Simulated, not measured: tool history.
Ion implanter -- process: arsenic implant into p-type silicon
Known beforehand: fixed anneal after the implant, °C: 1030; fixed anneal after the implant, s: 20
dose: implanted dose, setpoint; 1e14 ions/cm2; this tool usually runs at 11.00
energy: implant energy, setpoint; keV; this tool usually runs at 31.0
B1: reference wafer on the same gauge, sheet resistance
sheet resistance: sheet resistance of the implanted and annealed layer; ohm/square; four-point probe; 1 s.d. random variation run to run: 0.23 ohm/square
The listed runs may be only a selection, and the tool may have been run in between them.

run 1 hour=0.0 | dose=11.00 energy=31.0 | B1=117.97 | sheet_resistance=103.88
run 2 hour=17.5 | dose=11.00 energy=31.0 | B1=117.96 | sheet_resistance=103.84
run 3 hour=28.5 | dose=11.00 energy=31.0 | B1=118.15 | sheet_resistance=104.27
run 4 hour=42.4 | dose=11.00 energy=31.0 | B1=118.04 | sheet_resistance=104.07
run 5 hour=55.2 | dose=11.00 energy=31.0 | B1=118.01 | sheet_resistance=103.81
run 6 hour=70.2 | dose=11.00 energy=31.0 | B1=117.87 | sheet_resistance=103.71
run 7 hour=84.5 | dose=11.00 energy=31.0 | B1=118.13 | sheet_resistance=103.79
run 8 hour=93.6 | dose=9.94 energy=24.5 | B1=117.89 | sheet_resistance=115.47
run 9 hour=104.3 | dose=9.94 energy=24.5 | B1=118.04 | sheet_resistance=115.66
run 10 hour=122.3 | dose=11.00 energy=31.0 | B1=117.96 | sheet_resistance=103.79
run 11 hour=138.6 | dose=8.60 energy=31.0 | B1=118.07 | sheet_resistance=122.26
run 12 hour=153.1 | dose=8.60 energy=31.0 | B1=117.96 | sheet_resistance=121.73
-- hour=172.0 extraction supply calibrated
run 13 hour=172.5 | dose=8.60 energy=31.0 | B1=117.94 | sheet_resistance=122.42
run 14 hour=172.8 | dose=11.00 energy=31.0 | B1=118.12 | sheet_resistance=104.04
run 15 hour=185.5 | dose=11.00 energy=31.0 | B1=117.98 | sheet_resistance=104.01
run 16 hour=195.7 | dose=11.00 energy=31.0 | B1=117.93 | sheet_resistance=104.32
run 17 hour=210.6 | dose=9.70 energy=24.0 | B1=118.02 | sheet_resistance=117.30
run 18 hour=219.2 | dose=8.61 energy=24.0 | B1=118.07 | sheet_resistance=127.70
run 19 hour=225.4 | dose=11.91 energy=40.0 | B1=117.97 | sheet_resistance=94.16

Run 20 comes next. What will it give?
-- hour=238.0 Faraday cup replaced and dose calibrated
run 20 hour=238.5 | dose=9.30 energy=27.5 | B1=? | sheet_resistance=?

B1: 117.89
sheet resistance: 117.95 ohm/square
Were there no unlogged condition in the tool, this run, its random variation unchanged, would have produced sheet resistance 117.95 ohm/square.

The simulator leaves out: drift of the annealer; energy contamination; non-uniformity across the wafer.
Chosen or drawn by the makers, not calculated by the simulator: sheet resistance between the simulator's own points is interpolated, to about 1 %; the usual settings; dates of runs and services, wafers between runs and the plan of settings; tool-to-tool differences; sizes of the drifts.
